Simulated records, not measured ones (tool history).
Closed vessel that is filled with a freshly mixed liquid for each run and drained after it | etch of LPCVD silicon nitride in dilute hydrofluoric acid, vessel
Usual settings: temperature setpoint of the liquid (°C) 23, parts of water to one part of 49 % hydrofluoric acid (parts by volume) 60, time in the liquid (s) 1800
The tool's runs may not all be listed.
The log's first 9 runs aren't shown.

run,hour,temperature setpoint of the liquid (°C),parts of water to one part of 49 % hydrofluoric acid (parts by volume),time in the liquid (s),"read-back film thickness of the LPCVD silicon nitride reference wafer, read on the same gauge (nm)",thickness taken off the LPCVD silicon nitride on a monitor wafer (angstrom)
10,301,23,85,1800,140.05,134.2
11,323,23,60,1800,139.99,187
12,340.9,23,60,1800,140.02,188.4
13,353.5,20,60,1800,139.99,154.1
14,376.3,20,60,1800,140,154.9
15,402.9,23,60,1800,140.04,189
# hour 420.6: hydrofluoric acid flow meter replaced
# hour 429: thermometer replaced
16,444.3,23,60,1800,140,146.7
17,471.2,20.5,60,2595,139.97,180.2
18,484.8,21.5,85,2135,139.95,112.9
19,512.6,23,60,1800,139.99,149.5
20,531.3,20.5,70,1225,139.99,73.4
21,545.7,20.5,80,1485,139.97,78
# hour 579.1: gauge calibrated
22,579.2,23,60,1800,140.03,151.5
23,598.4,23,60,1800,139.99,151.5
24,636.6,23,45,2335,139.98,260.2
25,664.7,23,80,2385,139.94,151.8
26,678,27.5,75,1090,139.98,100
27,713.5,23,60,1800,140,153.9
28,737.3,23,60,1800,139.98,150.7
29,754.8,23,60,2565,139.94,218.2
30,773.2,23,85,2695,140.01,161.3
31,808,27.5,45,2480,140.03,380.7
32,840,23,40,2735,139.97,345.3

Forecast each of these 3 alternatives for the next run:
A,841.1,23,60,1800,?,?
B,841.1,19,35,2350,?,?
C,841.1,21,40,2120,?,?

run,"read-back film thickness of the LPCVD silicon nitride reference wafer, read on the same gauge (nm)",thickness taken off the LPCVD silicon nitride on a monitor wafer (angstrom)
A,140.02,154.2
B,140.02,258.2
C,140.02,235.3
Without the tool's hidden state the same runs would have given:
run,thickness taken off the LPCVD silicon nitride on a monitor wafer (angstrom)
A,141.8
B,237.3
C,216.3
